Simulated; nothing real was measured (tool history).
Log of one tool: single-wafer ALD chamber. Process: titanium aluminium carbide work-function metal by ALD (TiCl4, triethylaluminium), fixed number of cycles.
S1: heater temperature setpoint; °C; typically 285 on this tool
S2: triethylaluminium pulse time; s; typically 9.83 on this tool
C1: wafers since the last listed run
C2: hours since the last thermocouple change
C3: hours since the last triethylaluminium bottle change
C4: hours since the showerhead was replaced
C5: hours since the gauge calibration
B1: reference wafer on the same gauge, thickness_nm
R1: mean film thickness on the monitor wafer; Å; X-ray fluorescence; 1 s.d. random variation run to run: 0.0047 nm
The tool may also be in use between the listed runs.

run	hour	S1	S2	C1	C2	C3	C4	C5	B1	R1
1	0.0	285	9.83	0	2496.1	1544.8	5200.8	112.1	2.188	18.23
2	25.9	285	9.83	261	2522.0	1570.7	5226.7	138.0	2.190	18.17
3	61.0	285	9.83	354	2557.1	1605.8	5261.8	173.1	2.192	18.20
4	78.1	285	9.83	172	2574.2	1622.9	5278.9	190.2	2.190	18.16
5	104.5	285	9.83	266	2600.6	1649.3	5305.3	216.6	2.191	18.08
# hour 117.1: thermocouple changed; heater temperature recalibrated
6	132.5	285	9.83	201	15.4	1677.3	5333.3	244.6	2.192	18.00
7	167.2	290	11.83	350	50.1	1712.0	5368.0	279.3	2.193	18.95
8	187.3	290	11.83	202	70.2	1732.1	5388.1	299.4	2.188	18.86
9	223.0	285	9.83	360	105.9	1767.8	5423.8	335.1	2.187	18.00
# hour 238.7: showerhead replaced
10	239.2	290	11.94	82	122.1	1784.0	0.5	351.3	2.189	18.77
11	255.0	285	9.83	159	137.9	1799.8	16.3	367.1	2.189	17.93
# hour 255.1: gauge calibrated
# hour 275.9: triethylaluminium bottle replaced
12	276.4	289	7.40	135	159.3	0.5	37.7	21.3	2.191	18.52
13	308.6	285	9.83	325	191.5	32.7	69.9	53.5	2.193	18.80
14	339.9	279	6.63	316	222.8	64.0	101.2	84.8	2.190	17.55
15	372.7	279	11.10	331	255.6	96.8	134.0	117.6	2.188	18.49
16	386.9	274	7.95	143	269.8	111.0	148.2	131.8	2.192	17.53

Here are 3 independent what-if runs from the current tool condition. What would each one return?
A	387.3	285	9.83	4	270.2	111.4	148.6	132.2	?	?
B	387.3	277	11.66	4	270.2	111.4	148.6	132.2	?	?
C	387.3	274	9.83	4	270.2	111.4	148.6	132.2	?	?

run	B1	R1
A	2.188	18.76
B	2.188	18.40
C	2.188	17.93
Without the tool's hidden state the same runs would have given:
run	R1
A	18.76
B	18.40
C	17.94

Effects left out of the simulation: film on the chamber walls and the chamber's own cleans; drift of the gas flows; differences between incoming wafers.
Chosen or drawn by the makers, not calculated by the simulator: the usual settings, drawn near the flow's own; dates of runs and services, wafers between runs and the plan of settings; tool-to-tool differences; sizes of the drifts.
